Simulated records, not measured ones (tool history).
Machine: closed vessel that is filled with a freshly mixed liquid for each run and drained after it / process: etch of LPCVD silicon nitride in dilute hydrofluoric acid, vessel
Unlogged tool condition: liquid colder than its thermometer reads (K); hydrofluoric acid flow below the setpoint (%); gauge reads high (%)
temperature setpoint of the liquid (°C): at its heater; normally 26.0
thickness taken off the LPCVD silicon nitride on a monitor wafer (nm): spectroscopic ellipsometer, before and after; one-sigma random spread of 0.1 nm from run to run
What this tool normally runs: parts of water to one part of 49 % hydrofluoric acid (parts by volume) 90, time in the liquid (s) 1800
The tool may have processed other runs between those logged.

run	hour	temperature setpoint of the liquid (°C)	parts of water to one part of 49 % hydrofluoric acid (parts by volume)	time in the liquid (s)	wafers since the last listed run	hours since the thermometer was replaced	hours since the hydrofluoric acid flow meter was replaced	hours since the gauge calibration	read-back film thickness of the LPCVD silicon nitride reference wafer, read on the same gauge (nm)	thickness taken off the LPCVD silicon nitride on a monitor wafer (nm)
1	0.0	26.0	90	1800	0	305.3	1283.7	652.9	38.76	12.27
2	41.9	26.0	90	1800	1757	347.2	1325.6	694.8	38.75	12.21
3	90.6	26.0	90	1310	2042	395.9	1374.3	743.5	38.70	8.67
# hour 115.4: gauge calibrated
4	140.1	26.0	90	1310	2075	445.4	1423.8	24.7	39.93	8.91
5	210.0	26.0	90	1800	2931	515.3	1493.7	94.6	39.61	12.31
6	267.8	22.5	90	1800	2423	573.1	1551.5	152.4	39.52	9.67
7	302.1	22.5	90	1800	1438	607.4	1585.8	186.7	39.32	9.72
8	335.6	26.0	60	1800	1404	640.9	1619.3	220.2	39.33	18.35
9	406.8	26.0	90	1800	2985	712.1	1690.5	291.4	39.15	12.13
10	451.5	26.0	90	1800	1874	756.8	1735.2	336.1	39.06	12.08
11	506.6	26.0	90	1800	2310	811.9	1790.3	391.2	38.98	12.25
12	572.0	26.0	90	1800	2742	877.3	1855.7	456.6	38.93	12.13
13	621.8	26.0	90	1800	2088	927.1	1905.5	506.4	38.87	12.17
14	648.9	24.5	75	2665	1136	954.2	1932.6	533.5	38.83	19.64
# hour 651.8: hydrofluoric acid flow meter replaced
15	704.5	24.5	70	845	2289	1009.8	52.7	589.1	38.79	6.56
16	743.3	26.0	90	1800	1627	1048.6	91.5	627.9	38.77	12.15
# hour 779.4: thermometer replaced
17	780.1	26.0	90	1800	1501	0.7	128.3	664.7	38.76	12.05
# hour 906.1: gauge calibrated
18	959.9	30.0	90	1800	7539	180.5	308.1	53.8	39.84	15.96
19	1006.0	29.0	90	2190	1933	226.6	354.2	99.9	39.69	18.04
20	1047.3	30.0	90	1800	1731	267.9	395.5	141.2	39.53	15.87
21	1088.5	22.0	55	1800	1727	309.1	436.7	182.4	39.44	15.24
22	1115.8	27.5	45	2125	1144	336.4	464.0	209.7	39.35	31.68
23	1145.3	28.5	110	1095	1237	365.9	493.5	239.2	39.26	7.12
24	1203.2	23.5	125	2320	2427	423.8	551.4	297.1	39.19	9.61
25	1248.5	26.0	75	1170	1899	469.1	596.7	342.4	39.11	9.55
26	1286.9	28.0	90	2540	1610	507.5	635.1	380.8	39.03	19.65
27	1317.9	29.0	90	2190	1299	538.5	666.1	411.8	39.02	18.18

Measured less the same run without the tool's hidden state. The same run-to-run variation is in both; the gauge's scatter may not be:
run	thickness taken off the LPCVD silicon nitride on a monitor wafer (nm)
1	-0.39
2	-0.40
3	-0.28
4	-0.01
5	-0.10
6	-0.13
7	-0.16
8	-0.33
9	-0.26
10	-0.29
11	-0.31
12	-0.33
13	-0.35
14	-0.58
15	-0.20
16	-0.38
17	-0.38
18	-0.06
19	-0.15
20	-0.19
21	-0.23
22	-0.52
23	-0.13
24	-0.21
25	-0.22
26	-0.48
27	-0.47
